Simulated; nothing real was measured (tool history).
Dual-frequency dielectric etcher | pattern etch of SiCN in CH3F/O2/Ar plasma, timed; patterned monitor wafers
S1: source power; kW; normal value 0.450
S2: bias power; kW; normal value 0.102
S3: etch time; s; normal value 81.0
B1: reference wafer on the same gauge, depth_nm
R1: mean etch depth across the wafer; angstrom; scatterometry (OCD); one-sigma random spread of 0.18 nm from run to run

run	hour	S1	S2	S3	B1	R1
1	0.0	0.450	0.102	81.0	29.26	341.9
2	11.2	0.450	0.102	81.0	29.29	341.6
# hour 45.8: upper electrode replaced
3	46.3	0.450	0.102	81.0	29.25	339.9
4	65.5	0.450	0.102	81.0	29.26	338.9
5	83.6	0.400	0.102	81.0	29.29	325.7
# hour 88.7: source power generator calibrated
6	106.8	0.450	0.102	81.0	29.29	339.5
# hour 115.6: gauge calibrated
7	129.4	0.450	0.090	81.0	29.29	312.1
8	162.8	0.450	0.090	81.0	29.31	311.8
9	178.7	0.450	0.102	81.0	29.32	337.3
10	204.1	0.520	0.083	58.0	29.30	221.2
11	234.0	0.450	0.102	81.0	29.31	337.2
12	257.8	0.360	0.102	81.0	29.31	311.6
13	285.6	0.400	0.102	81.0	29.29	319.8
14	317.3	0.520	0.077	65.0	29.31	236.5
15	337.2	0.450	0.102	81.0	29.31	332.5
16	370.1	0.540	0.102	102.5	29.28	449.6
17	391.3	0.360	0.102	81.0	29.33	308.0
18	413.1	0.450	0.102	60.5	29.29	245.4
19	429.0	0.450	0.102	97.5	29.30	400.7
# hour 449.6: bias power generator calibrated
20	455.6	0.510	0.102	92.0	29.25	390.9
21	475.6	0.400	0.086	59.5	29.28	207.1
22	497.0	0.370	0.089	92.0	29.33	323.2
# hour 525.4: wet clean of the chamber
23	525.9	0.370	0.102	103.0	29.28	406.5
24	539.7	0.450	0.102	81.0	29.29	343.5
25	552.2	0.450	0.102	81.0	29.27	342.1
26	581.2	0.550	0.082	81.0	29.34	318.2
27	612.2	0.550	0.102	103.5	29.29	469.2
28	643.8	0.450	0.102	101.5	29.25	422.6
29	663.7	0.360	0.102	81.0	29.28	316.6

For each run, what was the tool's unlogged condition?
source power that arrives over what is set, %: 0 on each run
bias power that arrives over what is set, %: 0 on each run
gauge reads high (%): 0 on each run
H1: etch rate over this chamber's usual, %
run	H1
1	0.146
2	0.065
3	-0.189
4	-0.329
5	-0.46
6	-0.628
7	-0.792
8	-1.03
9	-1.15
10	-1.33
11	-1.55
12	-1.72
13	-1.92
14	-2.15
15	-2.3
16	-2.54
17	-2.69
18	-2.85
19	-2.96
20	-3.16
21	-3.3
22	-3.46
23	0.161
24	0.0606
25	-0.03
26	-0.24
27	-0.465
28	-0.694
29	-0.838
